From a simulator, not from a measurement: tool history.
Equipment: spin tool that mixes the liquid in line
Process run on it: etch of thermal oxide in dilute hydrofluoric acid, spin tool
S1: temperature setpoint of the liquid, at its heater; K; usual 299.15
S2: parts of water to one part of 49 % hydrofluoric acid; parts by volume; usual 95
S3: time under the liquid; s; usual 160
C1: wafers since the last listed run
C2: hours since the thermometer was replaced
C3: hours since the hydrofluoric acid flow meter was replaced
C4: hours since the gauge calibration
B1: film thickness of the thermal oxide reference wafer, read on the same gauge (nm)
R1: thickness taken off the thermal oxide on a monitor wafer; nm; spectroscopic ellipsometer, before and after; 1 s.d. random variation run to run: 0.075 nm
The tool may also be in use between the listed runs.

run	day	S1	S2	S3	C1	C2	C3	C4	B1	R1
1	0	299.15	95	160	0	2097.6	825.1	203	80.02	9.59
2	0.688	299.15	95	160	167	2114.1	841.6	219.5	80	9.56
3	2.071	301.65	95	160	336	2147.3	874.8	252.7	80	10.53
4	3.333	299.15	75	160	307	2177.6	905.1	283	80.01	12.4
5	3.842	299.15	75	160	123	2189.8	917.3	295.2	80	12.49
6	4.729	299.15	75	160	216	2211.1	938.6	316.5	80.01	12.39
7	5.462	297.15	95	160	178	2228.7	956.2	334.1	80.03	8.93
8	5.975	297.15	95	160	124	2241	968.5	346.4	80.01	8.96
9	7.212	299.15	95	160	301	2270.7	998.2	376.1	79.98	9.64
10	7.725	296.65	75	160	124	2283	1010.5	388.4	79.99	11.52
11	8.679	296.65	75	160	232	2305.9	1033.4	411.3	80	11.52
12	9.525	299.15	95	160	205	2326.2	1053.7	431.6	80.01	9.69
13	13.208	299.15	95	160	896	2414.6	1142.1	520	79.99	9.79
# day 13.262: thermometer replaced
# day 13.417: hydrofluoric acid flow meter replaced
# day 14.433: gauge calibrated
14	14.517	299.15	130	70	298	30.1	26.4	2	79.99	2.76
15	15.321	302.65	55	100	195	49.4	45.7	21.3	79.99	11.74
16	16.175	299.15	95	160	207	69.9	66.2	41.8	79.97	8.99
17	16.85	297.65	145	160	164	86.1	82.4	58	80.01	5.29
18	19.592	295.15	115	70	667	151.9	148.2	123.8	79.99	2.72
19	20.229	296.65	125	80	155	167.2	163.5	139.1	79.98	2.99
20	21.179	295.15	95	110	231	190	186.3	161.9	79.99	5.38
21	22.154	299.15	95	160	237	213.4	209.7	185.3	80.01	9.1
22	22.971	299.15	95	205	198	233	229.3	204.9	80	11.76
23	23.483	294.65	110	205	124	245.3	241.6	217.2	80	8.32

Predict each of these 5 candidate next runs independently; none follows another, all start after run 23:
A	23.504	297.65	95	160	5	245.8	242.1	217.7	?	?
B	23.504	301.15	95	225	5	245.8	242.1	217.7	?	?
C	23.504	297.15	65	85	5	245.8	242.1	217.7	?	?
D	23.504	296.15	110	115	5	245.8	242.1	217.7	?	?
E	23.504	299.15	110	220	5	245.8	242.1	217.7	?	?

run	B1	R1
A	80.01	8.8
B	80.01	14.18
C	80.01	6.95
D	80.01	5.05
E	80.01	10.88
Take away the tool's hidden state, keep each run's random variation, and the runs would have read:
run	R1
A	8.49
B	13.68
C	6.71
D	4.88
E	10.49

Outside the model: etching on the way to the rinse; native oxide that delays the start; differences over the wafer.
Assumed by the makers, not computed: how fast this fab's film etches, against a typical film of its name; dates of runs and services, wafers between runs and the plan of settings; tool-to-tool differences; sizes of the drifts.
